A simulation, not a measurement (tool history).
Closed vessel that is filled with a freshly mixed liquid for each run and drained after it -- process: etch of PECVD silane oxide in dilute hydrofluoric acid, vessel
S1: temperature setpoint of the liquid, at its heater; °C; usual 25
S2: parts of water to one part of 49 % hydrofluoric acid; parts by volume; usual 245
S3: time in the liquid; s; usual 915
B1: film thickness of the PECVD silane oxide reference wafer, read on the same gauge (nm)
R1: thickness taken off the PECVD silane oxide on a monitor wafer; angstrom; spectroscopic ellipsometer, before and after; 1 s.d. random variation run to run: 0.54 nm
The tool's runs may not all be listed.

| run | hour | S1 | S2 | S3 | B1 | R1 |
|---|---|---|---|---|---|---|
| 1 | 0 | 25 | 165 | 915 | 60 | 858.4 |
| 2 | 22.6 | 25 | 245 | 1315 | 60.02 | 761.7 |
| 3 | 36.5 | 25 | 245 | 1315 | 60 | 764.5 |
| 4 | 59.8 | 25 | 245 | 915 | 60 | 532.5 |
| 5 | 80.4 | 25 | 245 | 915 | 59.98 | 515.8 |
| 6 | 112.7 | 25 | 245 | 915 | 59.99 | 519 |
| 7 | 130.2 | 25 | 245 | 915 | 59.98 | 516.9 |
| 8 | 145.7 | 25 | 245 | 915 | 60 | 514.2 |
| 9 | 163.5 | 25 | 245 | 915 | 60 | 522.7 |
| 10 | 177.3 | 25 | 245 | 915 | 60 | 516.5 |
|  | 193.2 | hydrofluoric acid flow meter replaced |
| 11 | 195.1 | 25 | 205 | 1265 | 59.98 | 969.1 |
| 12 | 222.4 | 25 | 205 | 1265 | 59.99 | 956.2 |
| 13 | 247 | 25 | 205 | 1265 | 60.01 | 946.4 |
| 14 | 336.2 | 25 | 245 | 915 | 60 | 545.5 |
| 15 | 362.7 | 25 | 200 | 1345 | 60 | 1031.3 |
| 16 | 447.9 | 25 | 310 | 915 | 60.02 | 403 |
| 17 | 483.5 | 25 | 245 | 915 | 60.01 | 536.8 |
| 18 | 504.7 | 25 | 245 | 915 | 59.97 | 528.5 |
| 19 | 525.8 | 25 | 245 | 1240 | 59.99 | 725 |
|  | 550.7 | thermometer replaced |
| 20 | 551.2 | 20.5 | 245 | 915 | 60 | 444.7 |
| 21 | 583.9 | 20.5 | 245 | 675 | 60.02 | 334.2 |
| 22 | 616.2 | 23 | 190 | 1080 | 60 | 781.8 |
| 23 | 642.3 | 25 | 205 | 1265 | 59.99 | 898.3 |
|  | 671.5 | gauge calibrated |
| 24 | 676.1 | 23 | 245 | 1145 | 59.98 | 621.3 |
| 25 | 690.6 | 27 | 245 | 915 | 60 | 558.6 |
|  | 691.9 | hydrofluoric acid flow meter replaced |
| 26 | 705.4 | 25 | 245 | 915 | 59.99 | 554.8 |
| 27 | 731.6 | 25 | 245 | 915 | 60 | 552.9 |
| 28 | 758.3 | 25 | 245 | 915 | 60 | 551.3 |
| 29 | 789 | 25 | 330 | 380 | 60 | 155.5 |
| 30 | 818.7 | 25 | 245 | 915 | 59.99 | 545.2 |
| 31 | 836.4 | 26.5 | 245 | 915 | 60.01 | 574.8 |
| 32 | 863.7 | 25 | 245 | 915 | 59.97 | 544.6 |

Run 33 comes next. What will it give?
| 33 | 880.9 | 25 | 245 | 510 | ? | ? |

B1: 60
R1: 299.7 angstrom
If the tool had no hidden condition, the same run with the same run-to-run variation would have returned R1 308.8 angstrom.

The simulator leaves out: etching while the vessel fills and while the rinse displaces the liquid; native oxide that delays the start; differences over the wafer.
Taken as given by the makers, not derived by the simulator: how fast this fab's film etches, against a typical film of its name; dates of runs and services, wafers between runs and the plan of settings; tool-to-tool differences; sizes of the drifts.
